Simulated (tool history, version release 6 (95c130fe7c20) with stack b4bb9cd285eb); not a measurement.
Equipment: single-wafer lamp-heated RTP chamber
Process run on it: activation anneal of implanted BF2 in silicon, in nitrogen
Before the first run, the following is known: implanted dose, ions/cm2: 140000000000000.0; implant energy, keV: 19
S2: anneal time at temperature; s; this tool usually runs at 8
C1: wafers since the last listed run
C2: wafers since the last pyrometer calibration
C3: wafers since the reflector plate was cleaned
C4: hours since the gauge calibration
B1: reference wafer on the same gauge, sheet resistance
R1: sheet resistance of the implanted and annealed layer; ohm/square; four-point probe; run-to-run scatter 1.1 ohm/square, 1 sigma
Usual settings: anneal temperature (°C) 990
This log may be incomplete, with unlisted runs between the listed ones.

run 1 hour=0.0 | anneal_temperature_(°C)=990 S2=11 | C1=0 C2=3235 C3=714 C4=594.3 | B1=651.07 | R1=714.90
run 2 hour=13.7 | anneal_temperature_(°C)=990 S2=11 | C1=265 C2=3501 C3=979 C4=608.0 | B1=651.33 | R1=713.41
run 3 hour=29.4 | anneal_temperature_(°C)=990 S2=8 | C1=304 C2=3805 C3=1283 C4=623.7 | B1=650.98 | R1=713.98
run 4 hour=47.3 | anneal_temperature_(°C)=990 S2=8 | C1=346 C2=4151 C3=1630 C4=641.6 | B1=651.04 | R1=715.13
run 5 hour=65.2 | anneal_temperature_(°C)=990 S2=10 | C1=346 C2=4498 C3=1977 C4=659.5 | B1=651.28 | R1=714.64
run 6 hour=74.6 | anneal_temperature_(°C)=972 S2=8 | C1=182 C2=4680 C3=2159 C4=668.9 | B1=650.76 | R1=723.87
run 7 hour=81.0 | anneal_temperature_(°C)=972 S2=8 | C1=123 C2=4804 C3=2283 C4=675.3 | B1=651.04 | R1=724.22
-- hour=99.8 reflector plate cleaned
run 8 hour=100.3 | anneal_temperature_(°C)=972 S2=8 | C1=218 C2=5023 C3=9 C4=694.6 | B1=650.74 | R1=720.72
run 9 hour=102.3 | anneal_temperature_(°C)=990 S2=8 | C1=38 C2=5061 C3=48 C4=696.6 | B1=650.56 | R1=714.70
run 10 hour=117.6 | anneal_temperature_(°C)=990 S2=8 | C1=296 C2=5358 C3=344 C4=711.9 | B1=651.12 | R1=712.38
run 11 hour=129.8 | anneal_temperature_(°C)=990 S2=8 | C1=236 C2=5594 C3=580 C4=724.1 | B1=650.77 | R1=714.85
run 12 hour=138.8 | anneal_temperature_(°C)=990 S2=8 | C1=174 C2=5768 C3=754 C4=733.1 | B1=651.08 | R1=715.57
-- hour=138.8 gauge calibrated
run 13 hour=147.6 | anneal_temperature_(°C)=990 S2=8 | C1=170 C2=5939 C3=925 C4=8.8 | B1=651.18 | R1=714.29
run 14 hour=164.6 | anneal_temperature_(°C)=961 S2=5 | C1=329 C2=6268 C3=1254 C4=25.8 | B1=650.87 | R1=735.96
run 15 hour=171.5 | anneal_temperature_(°C)=1017 S2=9 | C1=133 C2=6401 C3=1388 C4=32.7 | B1=650.91 | R1=707.23
run 16 hour=187.0 | anneal_temperature_(°C)=973 S2=10 | C1=300 C2=6702 C3=1688 C4=48.2 | B1=651.09 | R1=721.92
run 17 hour=200.6 | anneal_temperature_(°C)=990 S2=8 | C1=263 C2=6965 C3=1951 C4=61.8 | B1=650.77 | R1=715.16
run 18 hour=211.4 | anneal_temperature_(°C)=982 S2=8 | C1=209 C2=7174 C3=2160 C4=72.6 | B1=650.65 | R1=716.51
run 19 hour=220.0 | anneal_temperature_(°C)=990 S2=8 | C1=166 C2=7341 C3=2327 C4=81.2 | B1=651.40 | R1=716.07
run 20 hour=226.8 | anneal_temperature_(°C)=975 S2=9 | C1=131 C2=7472 C3=2458 C4=88.0 | B1=651.24 | R1=720.36
run 21 hour=235.6 | anneal_temperature_(°C)=978 S2=8 | C1=170 C2=7643 C3=2629 C4=96.8 | B1=650.86 | R1=721.36
-- hour=246.5 reflector plate cleaned
run 22 hour=247.0 | anneal_temperature_(°C)=990 S2=4 | C1=65 C2=7709 C3=9 C4=108.2 | B1=650.85 | R1=717.81
run 23 hour=261.1 | anneal_temperature_(°C)=990 S2=8 | C1=273 C2=7982 C3=282 C4=122.3 | B1=650.90 | R1=714.69
run 24 hour=272.1 | anneal_temperature_(°C)=990 S2=8 | C1=213 C2=8195 C3=495 C4=133.3 | B1=651.06 | R1=713.04
-- hour=280.7 pyrometer window cleaned and pyrometer calibrated
run 25 hour=281.2 | anneal_temperature_(°C)=990 S2=8 | C1=21 C2=10 C3=516 C4=142.4 | B1=650.83 | R1=715.16
run 26 hour=294.8 | anneal_temperature_(°C)=977 S2=11 | C1=263 C2=273 C3=780 C4=156.0 | B1=651.10 | R1=715.40
run 27 hour=345.5 | anneal_temperature_(°C)=963 S2=5 | C1=981 C2=1255 C3=1762 C4=206.7 | B1=650.56 | R1=733.46
run 28 hour=359.3 | anneal_temperature_(°C)=972 S2=4 | C1=267 C2=1522 C3=2029 C4=220.5 | B1=650.64 | R1=727.73
run 29 hour=369.5 | anneal_temperature_(°C)=1005 S2=5 | C1=197 C2=1719 C3=2226 C4=230.7 | B1=651.19 | R1=714.05
run 30 hour=376.6 | anneal_temperature_(°C)=1016 S2=8 | C1=137 C2=1857 C3=2364 C4=237.8 | B1=651.38 | R1=708.30
-- hour=396.4 reflector plate cleaned
run 31 hour=396.9 | anneal_temperature_(°C)=964 S2=8 | C1=238 C2=2095 C3=8 C4=258.1 | B1=650.97 | R1=731.38
run 32 hour=399.2 | anneal_temperature_(°C)=999 S2=7 | C1=44 C2=2140 C3=53 C4=260.4 | B1=650.83 | R1=710.54
run 33 hour=415.6 | anneal_temperature_(°C)=998 S2=7 | C1=317 C2=2457 C3=371 C4=276.8 | B1=650.90 | R1=711.99
run 34 hour=433.0 | anneal_temperature_(°C)=990 S2=8 | C1=336 C2=2794 C3=708 C4=294.2 | B1=650.75 | R1=715.02
run 35 hour=441.2 | anneal_temperature_(°C)=982 S2=6 | C1=158 C2=2953 C3=866 C4=302.4 | B1=650.92 | R1=718.98
run 36 hour=450.0 | anneal_temperature_(°C)=972 S2=10 | C1=170 C2=3123 C3=1037 C4=311.2 | B1=650.71 | R1=721.62
run 37 hour=462.3 | anneal_temperature_(°C)=990 S2=8 | C1=238 C2=3362 C3=1275 C4=323.5 | B1=650.91 | R1=713.97

How the hidden state differs across the entries between the runs, from the last listed run before each to the first after it:
Between runs 7 and 8: reflector plate cleaned (hour 99.8)
  the hidden state is the same at both runs
Between runs 12 and 13: gauge calibrated (hour 138.8)
  the hidden state is the same at both runs
Between runs 21 and 22: reflector plate cleaned (hour 246.5)
  the hidden state is the same at both runs
Between runs 24 and 25: pyrometer window cleaned and pyrometer calibrated (hour 280.7)
  the hidden state is the same at both runs
Between runs 30 and 31: reflector plate cleaned (hour 396.4)
  the hidden state is the same at both runs
